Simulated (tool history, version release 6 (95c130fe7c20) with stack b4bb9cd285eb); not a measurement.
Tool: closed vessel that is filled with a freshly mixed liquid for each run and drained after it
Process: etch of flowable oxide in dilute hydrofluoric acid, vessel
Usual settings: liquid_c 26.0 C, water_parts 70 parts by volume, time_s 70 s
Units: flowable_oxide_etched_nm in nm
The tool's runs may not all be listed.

run	hour	liquid_c	water_parts	time_s	wafers since the last listed run	hours since the thermometer was replaced	hours since the hydrofluoric acid flow meter was replaced	hours since the gauge calibration	read-back film thickness of the flowable oxide reference wafer, read on the same gauge (nm)	flowable_oxide_etched_nm
1	0.0	26.0	70	90	0	2529.4	210.4	493.0	79.96	40.52
2	65.5	26.0	70	90	4626	2594.9	275.9	558.5	79.99	40.34
3	99.5	26.0	70	70	2401	2628.9	309.9	592.5	80.01	31.48
# hour 119.6: gauge calibrated
4	144.4	26.0	70	70	3171	2673.8	354.8	24.8	80.04	31.35
5	180.4	26.0	70	70	2542	2709.8	390.8	60.8	80.01	31.68
6	224.9	26.0	70	70	3143	2754.3	435.3	105.3	80.00	31.72
# hour 257.7: hydrofluoric acid flow meter replaced
7	271.4	26.0	70	70	3213	2800.8	13.7	151.8	80.02	30.63
8	323.6	26.0	70	70	3686	2853.0	65.9	204.0	79.98	30.85
# hour 342.3: thermometer replaced
9	429.7	26.0	70	70	7423	87.4	172.0	310.1	79.98	31.29
10	490.6	23.5	105	70	4301	148.3	232.9	371.0	79.98	17.99
11	532.5	26.0	70	90	2959	190.2	274.8	412.9	80.02	40.15
12	598.4	22.0	90	90	4654	256.1	340.7	478.8	80.02	26.14
13	639.0	26.0	70	50	2867	296.7	381.3	519.4	79.98	22.65
14	698.5	26.0	55	70	4202	356.2	440.8	578.9	80.00	41.16
# hour 706.2: hydrofluoric acid flow meter replaced
# hour 709.3: gauge calibrated
15	741.6	28.5	40	50	2973	399.3	35.4	32.3	80.02	44.91
16	790.9	26.0	80	70	3482	448.6	84.7	81.6	80.00	26.71
17	858.8	26.0	70	70	4795	516.5	152.6	149.5	80.03	31.16
18	915.7	24.5	90	70	4018	573.4	209.5	206.4	79.99	22.17
19	945.5	22.0	100	110	2104	603.2	239.3	236.2	79.98	28.19

Some steps in flowable_oxide_etched_nm between neighbouring runs. How much of each would the tool show without its hidden state too (settings, what came in, random variation), and how much is left for the hidden state, with any gauge scatter that isn't in both results?
The hidden state here: liquid colder than its thermometer reads (K); hydrofluoric acid flow above the setpoint (%); gauge reads high (%).
Run 10 -> 11: liquid_c 23.5 -> 26.0, water_parts 105 -> 70, time_s 70 -> 90. flowable_oxide_etched_nm +22.16 nm: hidden state +0.44, all else +21.72.
Run 14 -> 15: liquid_c 26.0 -> 28.5, water_parts 55 -> 40, time_s 70 -> 50, hydrofluoric acid flow meter replaced, gauge calibrated. flowable_oxide_etched_nm +3.75 nm: hidden state -1.02, all else +4.77.
